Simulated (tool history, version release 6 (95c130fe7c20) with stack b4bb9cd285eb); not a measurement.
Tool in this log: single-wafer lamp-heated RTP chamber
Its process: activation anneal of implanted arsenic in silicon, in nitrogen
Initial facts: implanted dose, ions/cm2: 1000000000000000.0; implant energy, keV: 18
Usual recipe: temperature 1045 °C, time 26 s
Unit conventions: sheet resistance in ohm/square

| run | hour | temperature | time | wafers since the last listed run | wafers since the last pyrometer calibration | wafers since the reflector plate was cleaned | hours since the gauge calibration | read-back reference wafer on the same gauge, sheet resistance | sheet resistance |
|---|---|---|---|---|---|---|---|---|---|
| 1 | 0.0 | 1045 | 26 | 0 | 4732 | 12391 | 65.2 | 140.92 | 127.51 |
| 2 | 28.5 | 1045 | 26 | 237 | 4969 | 12628 | 93.7 | 141.17 | 127.03 |
| 3 | 53.8 | 1045 | 26 | 210 | 5180 | 12839 | 119.0 | 141.02 | 127.45 |
| 4 | 85.5 | 1045 | 26 | 263 | 5444 | 13103 | 150.7 | 140.98 | 127.09 |
| 5 | 142.4 | 1045 | 14 | 473 | 5917 | 13577 | 207.6 | 141.07 | 134.95 |
|  | 175.7 | reflector plate cleaned |
| 6 | 215.1 | 1045 | 26 | 538 | 6456 | 328 | 280.3 | 140.92 | 126.91 |
| 7 | 264.8 | 1045 | 26 | 413 | 6870 | 741 | 330.0 | 141.01 | 126.70 |
|  | 315.8 | gauge calibrated |
| 8 | 327.2 | 1061 | 30 | 519 | 7389 | 1261 | 11.4 | 141.07 | 121.03 |
|  | 392.5 | pyrometer window cleaned and pyrometer calibrated |
| 9 | 393.0 | 1037 | 37 | 481 | 4 | 1742 | 77.2 | 141.00 | 122.51 |
| 10 | 420.4 | 1036 | 36 | 228 | 232 | 1970 | 104.6 | 141.00 | 123.40 |
| 11 | 451.6 | 1065 | 30 | 259 | 492 | 2230 | 135.8 | 141.06 | 118.12 |
|  | 470.4 | pyrometer window cleaned and pyrometer calibrated, repeated, since the last time left the tool worse |
| 12 | 479.6 | 1020 | 26 | 166 | 76 | 2396 | 163.8 | 140.98 | 135.52 |
| 13 | 518.4 | 1031 | 12 | 323 | 399 | 2719 | 202.6 | 141.02 | 142.38 |
| 14 | 575.8 | 1045 | 26 | 477 | 877 | 3197 | 260.0 | 141.01 | 128.37 |

Branching from run 14: 5 alternative next runs. What would each branch give?
| A | 576.2 | 1045 | 26 | 3 | 880 | 3201 | 260.4 | ? | ? |
| B | 576.2 | 1067 | 17 | 3 | 880 | 3201 | 260.4 | ? | ? |
| C | 576.2 | 1045 | 18 | 3 | 880 | 3201 | 260.4 | ? | ? |
| D | 576.2 | 1072 | 35 | 3 | 880 | 3201 | 260.4 | ? | ? |
| E | 576.2 | 1033 | 34 | 3 | 880 | 3201 | 260.4 | ? | ? |

| run | read-back reference wafer on the same gauge, sheet resistance | sheet resistance |
|---|---|---|
| A | 141.06 | 128.27 |
| B | 141.06 | 127.66 |
| C | 141.06 | 132.78 |
| D | 141.06 | 118.47 |
| E | 141.06 | 128.12 |
Without the tool's unlogged condition, the same runs would have read:
| run | sheet resistance |
|---|---|
| A | 128.52 |
| B | 127.91 |
| C | 133.05 |
| D | 118.69 |
| E | 128.38 |
